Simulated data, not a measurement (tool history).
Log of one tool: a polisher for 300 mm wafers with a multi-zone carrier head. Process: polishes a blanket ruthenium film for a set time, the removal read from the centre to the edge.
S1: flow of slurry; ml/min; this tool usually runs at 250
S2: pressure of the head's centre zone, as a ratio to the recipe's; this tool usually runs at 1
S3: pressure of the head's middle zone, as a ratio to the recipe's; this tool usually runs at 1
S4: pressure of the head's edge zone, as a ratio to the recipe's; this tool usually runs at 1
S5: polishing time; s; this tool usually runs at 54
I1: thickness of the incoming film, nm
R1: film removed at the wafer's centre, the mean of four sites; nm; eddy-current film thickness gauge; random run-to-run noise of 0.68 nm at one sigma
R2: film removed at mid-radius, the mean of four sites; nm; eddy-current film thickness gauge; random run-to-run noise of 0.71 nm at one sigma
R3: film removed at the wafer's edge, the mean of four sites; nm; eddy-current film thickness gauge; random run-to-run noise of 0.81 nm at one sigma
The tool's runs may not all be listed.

| run | day | S1 | S2 | S3 | S4 | S5 | I1 | R1 | R2 | R3 |
|---|---|---|---|---|---|---|---|---|---|---|
| 1 | 0 | 250 | 1 | 1 | 1 | 54 | 524.8 | 64.6 | 60.7 | 61.8 |
| 2 | 2.817 | 250 | 1 | 1 | 1 | 54 | 534.9 | 65.5 | 62.2 | 62.5 |
|  | 3.358 | worn pad replaced by a new one |
| 3 | 4.2 | 250 | 1 | 1 | 1 | 54 | 534.4 | 66.1 | 61.2 | 63.7 |
| 4 | 5.488 | 185 | 1.12 | 1.1 | 0.92 | 54 | 524.3 | 70.9 | 63.2 | 57.6 |
|  | 6.05 | edge zone pressure recalibrated |
| 5 | 7.329 | 250 | 0.97 | 1.08 | 0.89 | 54 | 539.3 | 64.5 | 63.8 | 58.4 |
| 6 | 8.558 | 325 | 1 | 1 | 1 | 54 | 536 | 69.8 | 63 | 64.1 |
| 7 | 11.046 | 330 | 1 | 1 | 1 | 54 | 532 | 69.8 | 63.2 | 63.6 |
| 8 | 12.108 | 250 | 1.1 | 1.06 | 1 | 59 | 527.5 | 81.7 | 69.9 | 68.5 |
| 9 | 14.975 | 250 | 1 | 1 | 1 | 47 | 530.7 | 60.7 | 52.8 | 53.8 |
|  | 17.117 | slurry nozzle cleaned |
| 10 | 17.138 | 250 | 1.08 | 0.97 | 0.96 | 54 | 533.6 | 74.8 | 60 | 61.7 |
|  | 18.117 | worn pad replaced by a new one |
| 11 | 18.225 | 250 | 1 | 1 | 1 | 54 | 526.5 | 69.2 | 61.6 | 63.1 |
| 12 | 19.912 | 250 | 1.07 | 1.11 | 1 | 54 | 527 | 72.6 | 67.7 | 62.6 |
| 13 | 21.325 | 295 | 1 | 1 | 1 | 54 | 526.7 | 70.3 | 61.9 | 64.6 |
| 14 | 22.658 | 250 | 1 | 0.97 | 1 | 54 | 521 | 70.1 | 60.5 | 63.7 |
| 15 | 25.308 | 250 | 0.94 | 0.9 | 0.96 | 54 | 529.3 | 65 | 56.2 | 62.3 |
| 16 | 27.917 | 250 | 0.94 | 0.92 | 1 | 54 | 528.6 | 66.9 | 57.3 | 61.1 |
| 17 | 29.2 | 250 | 1.08 | 0.97 | 0.96 | 54 | 535.2 | 77 | 59.8 | 61.6 |
| 18 | 31.796 | 250 | 1 | 0.93 | 1 | 54 | 519.4 | 71.3 | 58.2 | 62.1 |
| 19 | 33.571 | 280 | 1 | 1 | 1 | 63 | 541.1 | 83.5 | 71.8 | 73.8 |
|  | 34.5 | worn pad replaced by a new one |
| 20 | 35.838 | 250 | 1 | 1 | 1 | 54 | 531.6 | 72.1 | 61.5 | 63.4 |
| 21 | 37.35 | 305 | 1 | 1 | 1 | 54 | 518.5 | 73.2 | 62.4 | 64.2 |
| 22 | 38.958 | 250 | 1 | 1 | 0.89 | 54 | 521.9 | 69.9 | 62 | 60.1 |
|  | 40.633 | centre zone pressure recalibrated |
|  | 41.275 | carrier head's membrane replaced by a new one |
| 23 | 41.621 | 280 | 0.95 | 1 | 1 | 54 | 530.6 | 61.7 | 61.6 | 62.3 |

What if the next run were any one of these 3? Each begins from the tool's condition after run 23:
| A | 41.638 | 250 | 1 | 1 | 1 | 39 | 527.8 | ? | ? | ? |
| B | 41.638 | 250 | 1 | 0.91 | 1 | 54 | 527.8 | ? | ? | ? |
| C | 41.638 | 250 | 0.9 | 1.08 | 0.93 | 43 | 527.8 | ? | ? | ? |

| run | R1 | R2 | R3 |
|---|---|---|---|
| A | 45.7 | 44.4 | 44 |
| B | 63.3 | 56.9 | 61 |
| C | 45.4 | 52.3 | 46.8 |
Without the tool's hidden state the same runs would have given:
| run | R1 | R2 | R3 |
|---|---|---|---|
| A | 45.5 | 44.4 | 44 |
| B | 62.9 | 56.9 | 61 |
| C | 45.1 | 52.3 | 46.8 |
